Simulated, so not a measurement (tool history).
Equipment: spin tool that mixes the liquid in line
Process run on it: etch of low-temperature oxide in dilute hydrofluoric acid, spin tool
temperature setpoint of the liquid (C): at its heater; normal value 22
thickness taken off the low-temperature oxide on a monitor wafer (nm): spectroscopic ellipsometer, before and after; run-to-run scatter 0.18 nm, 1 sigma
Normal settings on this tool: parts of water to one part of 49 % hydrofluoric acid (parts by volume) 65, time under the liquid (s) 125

run	hour	temperature setpoint of the liquid (C)	parts of water to one part of 49 % hydrofluoric acid (parts by volume)	time under the liquid (s)	wafers since the last listed run	hours since the thermometer was replaced	hours since the hydrofluoric acid flow meter was replaced	hours since the gauge calibration	read-back film thickness of the low-temperature oxide reference wafer, read on the same gauge (nm)	thickness taken off the low-temperature oxide on a monitor wafer (nm)
1	0	22	65	125	0	2611.3	374.7	385	140.02	22.3
2	24.2	22	65	125	182	2635.5	398.9	409.2	139.99	22.33
3	60.2	22	70	125	271	2671.5	434.9	445.2	139.98	20.5
4	80.2	22	75	125	150	2691.5	454.9	465.2	140.04	19.02
5	115.6	22	75	125	266	2726.9	490.3	500.6	139.98	19.17
6	130.1	19	65	185	109	2741.4	504.8	515.1	139.99	29.24
# hour 151.6: hydrofluoric acid flow meter replaced
7	159.1	19	65	185	210	2770.4	7.5	544.1	140.01	29.26
8	179.6	22	80	85	154	2790.9	28	564.6	140	12.25
9	212.7	22	55	150	249	2824	61.1	597.7	139.97	32.04
# hour 215: gauge calibrated
10	230.3	22	55	150	132	2841.6	78.7	15.3	140	32.53
11	243.8	20	65	150	101	2855.1	92.2	28.8	140	25.05
12	267.2	22	65	100	176	2878.5	115.6	52.2	139.99	17.73
13	290.5	18.5	65	145	175	2901.8	138.9	75.5	139.98	22.83
14	323.9	17.5	85	125	251	2935.2	172.3	108.9	139.99	14.19
15	336.5	22	35	60	94	2947.8	184.9	121.5	139.97	20.88
16	361.3	19	80	95	186	2972.6	209.7	146.3	140.02	12.28
17	395.4	22	65	125	256	3006.7	243.8	180.4	140	22.96
# hour 400.6: thermometer replaced
18	417.1	22	65	190	155	16.5	265.5	202.1	140.01	31.22
19	434.6	22	65	125	131	34	283	219.6	139.98	20.26
20	458.2	17.5	35	100	177	57.6	306.6	243.2	140	25.67
21	493.5	22	65	125	265	92.9	341.9	278.5	140.02	20.61
22	508	26.5	90	125	109	107.4	356.4	293	140	17.06
23	525.7	22	65	125	133	125.1	374.1	310.7	139.98	20.62
24	548.7	22	65	100	173	148.1	397.1	333.7	139.99	16.57
25	578.3	22	65	125	222	177.7	426.7	363.3	140.01	20.43
26	637.9	22	40	125	448	237.3	486.3	422.9	139.99	34.09
# hour 682.5: hydrofluoric acid flow meter replaced
27	722.2	22	80	125	627	321.6	39.7	507.2	140.01	16.51
28	744.8	26.5	55	80	170	344.2	62.3	529.8	139.97	18.92
29	773.9	22	80	95	219	373.3	91.4	558.9	139.98	12.36
# hour 788.4: gauge calibrated
30	792.1	19.5	75	70	137	391.5	109.6	3.7	140	8.93
31	819.8	22	65	125	208	419.2	137.3	31.4	140	20.51
32	837.8	27	40	125	135	437.2	155.3	49.4	140	42.94

Predict each of these 4 candidate next runs independently; none follows another, all start after run 32:
A	838.3	22	65	125	3	437.7	155.8	49.9	?	?
B	838.3	22	55	125	3	437.7	155.8	49.9	?	?
C	838.3	18.5	80	125	3	437.7	155.8	49.9	?	?
D	838.3	22	65	95	3	437.7	155.8	49.9	?	?

run	read-back film thickness of the low-temperature oxide reference wafer, read on the same gauge (nm)	thickness taken off the low-temperature oxide on a monitor wafer (nm)
A	139.96	20.55
B	139.96	24.6
C	139.96	14.19
D	139.96	15.62
Stripped of hidden state, with their random variation kept, the same runs would have yielded:
run	thickness taken off the low-temperature oxide on a monitor wafer (nm)
A	19.99
B	23.92
C	13.79
D	15.19
